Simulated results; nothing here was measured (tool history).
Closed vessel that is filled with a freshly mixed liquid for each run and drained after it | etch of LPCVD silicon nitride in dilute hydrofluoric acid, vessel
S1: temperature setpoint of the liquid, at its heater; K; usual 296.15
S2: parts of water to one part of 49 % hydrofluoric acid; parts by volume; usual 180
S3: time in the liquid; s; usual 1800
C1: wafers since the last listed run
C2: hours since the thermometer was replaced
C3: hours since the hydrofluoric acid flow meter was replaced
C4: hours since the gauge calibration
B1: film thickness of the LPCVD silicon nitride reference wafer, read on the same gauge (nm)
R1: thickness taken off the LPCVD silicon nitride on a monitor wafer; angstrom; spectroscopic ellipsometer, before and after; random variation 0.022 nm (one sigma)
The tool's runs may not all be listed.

run 1 day=0.000 | S1=298.65 S2=180 S3=1800 | C1=0 C2=15.1 C3=250.9 C4=373.3 | B1=100.007 | R1=52.15
run 2 day=0.538 | S1=296.15 S2=180 S3=1800 | C1=488 C2=28.0 C3=263.8 C4=386.2 | B1=100.029 | R1=44.93
-- day=0.804 gauge calibrated
run 3 day=1.025 | S1=293.65 S2=215 S3=1800 | C1=442 C2=39.7 C3=275.5 C4=5.3 | B1=100.018 | R1=32.22
run 4 day=1.308 | S1=293.65 S2=215 S3=1800 | C1=257 C2=46.5 C3=282.3 C4=12.1 | B1=99.990 | R1=31.98
run 5 day=1.608 | S1=293.65 S2=215 S3=1800 | C1=272 C2=53.7 C3=289.5 C4=19.3 | B1=99.991 | R1=32.42
run 6 day=2.292 | S1=292.65 S2=180 S3=1800 | C1=620 C2=70.1 C3=305.9 C4=35.7 | B1=100.015 | R1=35.54
run 7 day=3.071 | S1=296.15 S2=180 S3=1800 | C1=707 C2=88.8 C3=324.6 C4=54.4 | B1=100.027 | R1=44.99
run 8 day=3.683 | S1=293.65 S2=180 S3=1800 | C1=556 C2=103.5 C3=339.3 C4=69.1 | B1=99.945 | R1=38.10
run 9 day=4.062 | S1=294.65 S2=180 S3=1800 | C1=344 C2=112.6 C3=348.4 C4=78.2 | B1=99.993 | R1=41.08
run 10 day=4.717 | S1=296.15 S2=180 S3=1800 | C1=594 C2=128.3 C3=364.1 C4=93.9 | B1=99.967 | R1=45.25
run 11 day=5.150 | S1=296.15 S2=220 S3=1090 | C1=393 C2=138.7 C3=374.5 C4=104.3 | B1=100.018 | R1=22.40
run 12 day=5.792 | S1=299.65 S2=180 S3=1800 | C1=582 C2=154.1 C3=389.9 C4=119.7 | B1=100.009 | R1=56.44
run 13 day=6.262 | S1=296.15 S2=95 S3=1800 | C1=427 C2=165.4 C3=401.2 C4=131.0 | B1=99.956 | R1=84.11
run 14 day=6.917 | S1=296.15 S2=180 S3=2090 | C1=594 C2=181.1 C3=416.9 C4=146.7 | B1=100.010 | R1=52.24
-- day=7.400 hydrofluoric acid flow meter replaced
run 15 day=7.488 | S1=296.15 S2=180 S3=1465 | C1=480 C2=194.8 C3=2.1 C4=160.4 | B1=99.981 | R1=35.20
run 16 day=7.800 | S1=296.15 S2=90 S3=2830 | C1=283 C2=202.3 C3=9.6 C4=167.9 | B1=100.055 | R1=135.44
run 17 day=8.308 | S1=296.15 S2=180 S3=1800 | C1=461 C2=214.5 C3=21.8 C4=180.1 | B1=100.024 | R1=43.09
run 18 day=8.775 | S1=300.15 S2=270 S3=1340 | C1=423 C2=225.7 C3=33.0 C4=191.3 | B1=99.996 | R1=27.59
run 19 day=9.296 | S1=296.15 S2=130 S3=1800 | C1=472 C2=238.2 C3=45.5 C4=203.8 | B1=100.022 | R1=60.36
run 20 day=9.575 | S1=296.15 S2=180 S3=1800 | C1=253 C2=244.9 C3=52.2 C4=210.5 | B1=100.014 | R1=43.41
run 21 day=10.504 | S1=296.15 S2=180 S3=1800 | C1=843 C2=267.2 C3=74.5 C4=232.8 | B1=99.998 | R1=43.81
run 22 day=10.900 | S1=296.15 S2=180 S3=1800 | C1=359 C2=276.7 C3=84.0 C4=242.3 | B1=100.014 | R1=43.37
run 23 day=11.296 | S1=296.15 S2=230 S3=2155 | C1=359 C2=286.2 C3=93.5 C4=251.8 | B1=100.021 | R1=40.90
run 24 day=11.812 | S1=299.15 S2=215 S3=2255 | C1=469 C2=298.6 C3=105.9 C4=264.2 | B1=99.996 | R1=55.67
run 25 day=12.242 | S1=296.15 S2=180 S3=740 | C1=389 C2=308.9 C3=116.2 C4=274.5 | B1=100.017 | R1=17.73
run 26 day=12.550 | S1=296.15 S2=145 S3=1330 | C1=280 C2=316.3 C3=123.6 C4=281.9 | B1=99.963 | R1=40.24
run 27 day=13.004 | S1=296.15 S2=180 S3=1800 | C1=412 C2=327.2 C3=134.5 C4=292.8 | B1=100.016 | R1=43.68
-- day=14.338 gauge calibrated
run 28 day=14.583 | S1=299.65 S2=180 S3=1185 | C1=1434 C2=365.1 C3=172.4 C4=5.9 | B1=100.005 | R1=35.74
run 29 day=15.571 | S1=299.15 S2=260 S3=890 | C1=896 C2=388.8 C3=196.1 C4=29.6 | B1=99.991 | R1=18.26
run 30 day=15.833 | S1=291.65 S2=180 S3=2560 | C1=238 C2=395.1 C3=202.4 C4=35.9 | B1=99.970 | R1=46.42
run 31 day=16.392 | S1=296.15 S2=180 S3=1800 | C1=507 C2=408.5 C3=215.8 C4=49.3 | B1=99.981 | R1=44.06

The tool's hidden state at each run:
gauge reads high (%): 0 in every run
H1: liquid colder than its thermometer reads (K)
H2: hydrofluoric acid flow above the setpoint (%)
run=1 H1=0.069 H2=2.76
run=2 H1=0.0777 H2=2.9
run=3 H1=0.0856 H2=3.02
run=4 H1=0.0902 H2=3.09
run=5 H1=0.095 H2=3.17
run=6 H1=0.106 H2=3.34
run=7 H1=0.119 H2=3.54
run=8 H1=0.129 H2=3.69
run=9 H1=0.135 H2=3.79
run=10 H1=0.145 H2=3.95
run=11 H1=0.152 H2=4.06
run=12 H1=0.163 H2=4.23
run=13 H1=0.17 H2=4.35
run=14 H1=0.181 H2=4.51
run=15 H1=0.19 H2=0.162
run=16 H1=0.195 H2=0.241
run=17 H1=0.203 H2=0.37
run=18 H1=0.211 H2=0.487
run=19 H1=0.219 H2=0.619
run=20 H1=0.224 H2=0.69
run=21 H1=0.239 H2=0.924
run=22 H1=0.245 H2=1.02
run=23 H1=0.252 H2=1.12
run=24 H1=0.26 H2=1.25
run=25 H1=0.267 H2=1.36
run=26 H1=0.272 H2=1.44
run=27 H1=0.279 H2=1.56
run=28 H1=0.305 H2=1.95
run=29 H1=0.321 H2=2.2
run=30 H1=0.325 H2=2.27
run=31 H1=0.334 H2=2.41

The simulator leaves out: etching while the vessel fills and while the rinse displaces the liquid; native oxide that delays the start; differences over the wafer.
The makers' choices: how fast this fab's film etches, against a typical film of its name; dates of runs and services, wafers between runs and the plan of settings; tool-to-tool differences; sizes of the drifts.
